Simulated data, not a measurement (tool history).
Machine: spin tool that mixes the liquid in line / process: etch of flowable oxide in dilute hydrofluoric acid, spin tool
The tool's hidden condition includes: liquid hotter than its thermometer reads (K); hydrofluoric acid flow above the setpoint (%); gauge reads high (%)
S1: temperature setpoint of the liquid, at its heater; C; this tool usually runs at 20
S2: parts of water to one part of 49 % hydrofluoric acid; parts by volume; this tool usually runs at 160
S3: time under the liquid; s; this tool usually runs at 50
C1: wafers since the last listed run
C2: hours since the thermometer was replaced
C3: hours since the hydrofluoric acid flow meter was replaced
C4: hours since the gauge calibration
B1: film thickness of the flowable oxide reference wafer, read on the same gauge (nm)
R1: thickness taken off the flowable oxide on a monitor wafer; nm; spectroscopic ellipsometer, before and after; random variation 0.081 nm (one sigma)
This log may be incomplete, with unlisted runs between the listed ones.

run,hour,S1,S2,S3,C1,C2,C3,C4,B1,R1
1,0,20,160,50,0,2741.7,1553.1,292.2,60.02,11.71
2,19.8,18.5,160,50,166,2761.5,1572.9,312,60,11.05
3,55.6,18.5,160,50,301,2797.3,1608.7,347.8,60.03,10.96
4,85.9,20,160,60,255,2827.6,1639,378.1,60,14.21
5,108.6,20,160,60,191,2850.3,1661.7,400.8,59.98,14.17
6,136.9,20,160,50,238,2878.6,1690,429.1,59.97,11.73
7,172.2,20,160,50,297,2913.9,1725.3,464.4,60,11.63
8,199.8,20,190,50,232,2941.5,1752.9,492,59.99,9.66
9,218.4,20,190,50,156,2960.1,1771.5,510.6,59.96,9.59
10,243.9,20,190,50,214,2985.6,1797,536.1,60.01,9.72
11,270.7,20,160,50,225,3012.4,1823.8,562.9,60,11.8
12,306.4,20,160,50,300,3048.1,1859.5,598.6,60.02,11.85
13,339.5,20,160,50,278,3081.2,1892.6,631.7,60.01,11.81
# hour 347.3: thermometer replaced
14,358.6,17,160,70,152,11.3,1911.7,650.8,60.02,14.56
# hour 361.1: hydrofluoric acid flow meter replaced
15,382.1,17,115,50,189,34.8,21,674.3,60.01,13.67
16,402.9,17,115,60,175,55.6,41.8,695.1,60.02,16.81
17,433.5,24,110,40,257,86.2,72.4,725.7,60.01,15.55
# hour 437.5: gauge calibrated
18,452.6,20,95,50,160,105.3,91.5,15.1,60.01,19.73
19,465.8,20,160,25,111,118.5,104.7,28.3,59.99,5.39
20,524.3,17,160,60,492,177,163.2,86.8,59.98,11.56
21,546.1,17,230,40,183,198.8,185,108.6,60.01,5.05
22,577.3,20,160,50,262,230,216.2,139.8,60.03,10.75
23,598,21.5,160,25,174,250.7,236.9,160.5,59.99,5.81
24,613.3,17.5,120,40,128,266,252.2,175.8,59.99,10.83

Estimate the outcome of run 25 from the log above:
25,635.5,20,160,50,186,288.2,274.4,198,?,?

{"run 25": {"B1": 60.01, "R1": 10.97}}
Minus the tool's unlogged condition, the same run would have read R1 10.59 nm.
